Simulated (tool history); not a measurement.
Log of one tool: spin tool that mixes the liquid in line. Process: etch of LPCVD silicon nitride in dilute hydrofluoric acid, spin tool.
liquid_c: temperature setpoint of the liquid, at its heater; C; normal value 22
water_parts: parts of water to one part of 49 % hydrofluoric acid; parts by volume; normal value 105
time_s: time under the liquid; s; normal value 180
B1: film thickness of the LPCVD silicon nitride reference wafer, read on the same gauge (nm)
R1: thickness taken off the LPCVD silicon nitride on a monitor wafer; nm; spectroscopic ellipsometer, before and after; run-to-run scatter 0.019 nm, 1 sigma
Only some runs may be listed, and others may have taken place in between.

run 1 hour=0 | liquid_c=22 water_parts=105 time_s=265 | B1=49.981 | R1=1.073
run 2 hour=22.9 | liquid_c=22 water_parts=105 time_s=265 | B1=49.98 | R1=1.025
run 3 hour=48.6 | liquid_c=22 water_parts=105 time_s=265 | B1=49.978 | R1=1.051
run 4 hour=64.6 | liquid_c=22 water_parts=105 time_s=180 | B1=49.961 | R1=0.733
run 5 hour=94.1 | liquid_c=22 water_parts=105 time_s=180 | B1=49.984 | R1=0.758
run 6 hour=129.8 | liquid_c=22 water_parts=105 time_s=180 | B1=49.992 | R1=0.713
run 7 hour=144.1 | liquid_c=22 water_parts=105 time_s=180 | B1=50.007 | R1=0.751
-- hour=145.9 hydrofluoric acid flow meter replaced
run 8 hour=161.9 | liquid_c=22 water_parts=105 time_s=180 | B1=49.984 | R1=0.746
run 9 hour=194 | liquid_c=22 water_parts=105 time_s=180 | B1=50.012 | R1=0.719
-- hour=209.6 gauge calibrated
run 10 hour=220.5 | liquid_c=24 water_parts=120 time_s=270 | B1=49.982 | R1=1.106
run 11 hour=242.5 | liquid_c=26 water_parts=105 time_s=180 | B1=50 | R1=0.947
run 12 hour=263.2 | liquid_c=18.5 water_parts=105 time_s=180 | B1=49.993 | R1=0.585
-- hour=270.9 thermometer replaced
run 13 hour=286.5 | liquid_c=22 water_parts=105 time_s=180 | B1=50.016 | R1=0.751
run 14 hour=316 | liquid_c=25 water_parts=105 time_s=75 | B1=49.978 | R1=0.368
run 15 hour=342.7 | liquid_c=22 water_parts=105 time_s=180 | B1=50.008 | R1=0.707
run 16 hour=370 | liquid_c=26 water_parts=75 time_s=120 | B1=50.012 | R1=0.863
run 17 hour=401.1 | liquid_c=19 water_parts=105 time_s=180 | B1=49.949 | R1=0.604

Predict each of these 4 candidate next runs independently; none follows another, all start after run 17:
run A hour=401.6 | liquid_c=19.5 water_parts=105 time_s=180 | B1=? | R1=?
run B hour=401.6 | liquid_c=24 water_parts=75 time_s=285 | B1=? | R1=?
run C hour=401.6 | liquid_c=17 water_parts=85 time_s=180 | B1=? | R1=?
run D hour=401.6 | liquid_c=22 water_parts=105 time_s=240 | B1=? | R1=?

run=A B1=49.972 R1=0.627
run=B B1=49.972 R1=1.87
run=C B1=49.972 R1=0.648
run=D B1=49.972 R1=0.99
What these runs would have given with no unlogged condition in the tool:
run=A R1=0.627
run=B R1=1.87
run=C R1=0.648
run=D R1=0.99

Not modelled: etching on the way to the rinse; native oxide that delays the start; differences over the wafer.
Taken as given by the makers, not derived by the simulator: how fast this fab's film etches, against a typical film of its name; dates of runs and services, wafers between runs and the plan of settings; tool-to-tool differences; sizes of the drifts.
